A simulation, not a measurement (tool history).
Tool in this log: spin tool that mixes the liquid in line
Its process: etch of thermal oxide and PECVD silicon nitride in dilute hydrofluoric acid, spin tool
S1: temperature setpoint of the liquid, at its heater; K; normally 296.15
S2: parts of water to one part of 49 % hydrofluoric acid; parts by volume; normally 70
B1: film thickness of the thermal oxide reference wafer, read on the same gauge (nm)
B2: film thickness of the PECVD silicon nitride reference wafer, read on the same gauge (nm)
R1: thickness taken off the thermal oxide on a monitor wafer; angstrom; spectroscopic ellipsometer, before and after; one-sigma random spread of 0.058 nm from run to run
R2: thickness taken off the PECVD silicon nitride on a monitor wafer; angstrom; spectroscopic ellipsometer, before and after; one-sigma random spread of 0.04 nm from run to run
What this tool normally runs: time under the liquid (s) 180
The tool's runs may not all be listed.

{"run": 1, "day": 0.0, "S1": 296.15, "S2": 70, "time under the liquid (s)": 180, "B1": 100.01, "B2": 89.97, "R1": 113, "R2": 60.3}
{"run": 2, "day": 3.983, "S1": 296.15, "S2": 70, "time under the liquid (s)": 180, "B1": 100, "B2": 90.03, "R1": 112, "R2": 59.9}
{"day": 8.171, "done": "gauge calibrated"}
{"run": 3, "day": 15.788, "S1": 296.15, "S2": 70, "time under the liquid (s)": 180, "B1": 100.02, "B2": 90, "R1": 107.8, "R2": 57.8}
{"run": 4, "day": 18.192, "S1": 296.15, "S2": 70, "time under the liquid (s)": 180, "B1": 100.04, "B2": 89.96, "R1": 108.5, "R2": 57.5}
{"run": 5, "day": 20.038, "S1": 296.15, "S2": 70, "time under the liquid (s)": 180, "B1": 100, "B2": 90.07, "R1": 107.7, "R2": 57.3}
{"day": 20.904, "done": "thermometer replaced"}
{"run": 6, "day": 24.175, "S1": 298.15, "S2": 70, "time under the liquid (s)": 75, "B1": 100.02, "B2": 89.99, "R1": 50.7, "R2": 28.7}
{"run": 7, "day": 26.771, "S1": 296.15, "S2": 90, "time under the liquid (s)": 180, "B1": 99.98, "B2": 89.98, "R1": 84.6, "R2": 47}
{"run": 8, "day": 30.229, "S1": 296.15, "S2": 70, "time under the liquid (s)": 180, "B1": 100.01, "B2": 90.01, "R1": 111.1, "R2": 59.2}
{"run": 9, "day": 31.996, "S1": 296.15, "S2": 70, "time under the liquid (s)": 180, "B1": 99.99, "B2": 89.95, "R1": 109.9, "R2": 58.5}
{"run": 10, "day": 34.2, "S1": 299.65, "S2": 35, "time under the liquid (s)": 145, "B1": 99.99, "B2": 89.97, "R1": 212.8, "R2": 117.6}
{"run": 11, "day": 38.121, "S1": 293.65, "S2": 70, "time under the liquid (s)": 180, "B1": 100.02, "B2": 90.01, "R1": 98.4, "R2": 48}
{"run": 12, "day": 39.625, "S1": 298.15, "S2": 70, "time under the liquid (s)": 180, "B1": 100.02, "B2": 90.02, "R1": 117.1, "R2": 65.4}
{"run": 13, "day": 41.967, "S1": 296.15, "S2": 70, "time under the liquid (s)": 180, "B1": 100, "B2": 90.02, "R1": 107.2, "R2": 56.5}
{"run": 14, "day": 44.175, "S1": 297.65, "S2": 70, "time under the liquid (s)": 180, "B1": 100, "B2": 89.97, "R1": 114.1, "R2": 62.3}
{"run": 15, "day": 47.392, "S1": 294.65, "S2": 90, "time under the liquid (s)": 180, "B1": 99.96, "B2": 89.98, "R1": 76.2, "R2": 39.6}
{"run": 16, "day": 49.508, "S1": 296.15, "S2": 70, "time under the liquid (s)": 180, "B1": 100.03, "B2": 89.96, "R1": 106.1, "R2": 56}
{"day": 49.742, "done": "thermometer replaced"}
{"run": 17, "day": 53.558, "S1": 299.15, "S2": 70, "time under the liquid (s)": 280, "B1": 99.97, "B2": 89.95, "R1": 193.7, "R2": 113.1}
{"run": 18, "day": 57.292, "S1": 296.15, "S2": 70, "time under the liquid (s)": 180, "B1": 100, "B2": 90.02, "R1": 109.4, "R2": 57.9}
{"day": 60.779, "done": "hydrofluoric acid flow meter replaced"}
{"run": 19, "day": 60.833, "S1": 300.15, "S2": 70, "time under the liquid (s)": 75, "B1": 100.01, "B2": 90.06, "R1": 55.1, "R2": 31.9}
{"run": 20, "day": 62.658, "S1": 296.15, "S2": 85, "time under the liquid (s)": 145, "B1": 100, "B2": 89.96, "R1": 72.3, "R2": 39.5}
{"run": 21, "day": 66.292, "S1": 296.15, "S2": 70, "time under the liquid (s)": 180, "B1": 100.01, "B2": 89.99, "R1": 110.4, "R2": 58.7}

Estimate the outcome of run 22 from the log above:
{"run": 22, "day": 70.058, "S1": 298.65, "S2": 70, "time under the liquid (s)": 180, "B1": "?", "B2": "?", "R1": "?", "R2": "?"}

B1: 100
B2: 89.98
R1: 121.6 angstrom
R2: 68.9 angstrom
Were there no unlogged condition in the tool, this run, its random variation unchanged, would have produced R1 126.4 angstrom, R2 73.1 angstrom.
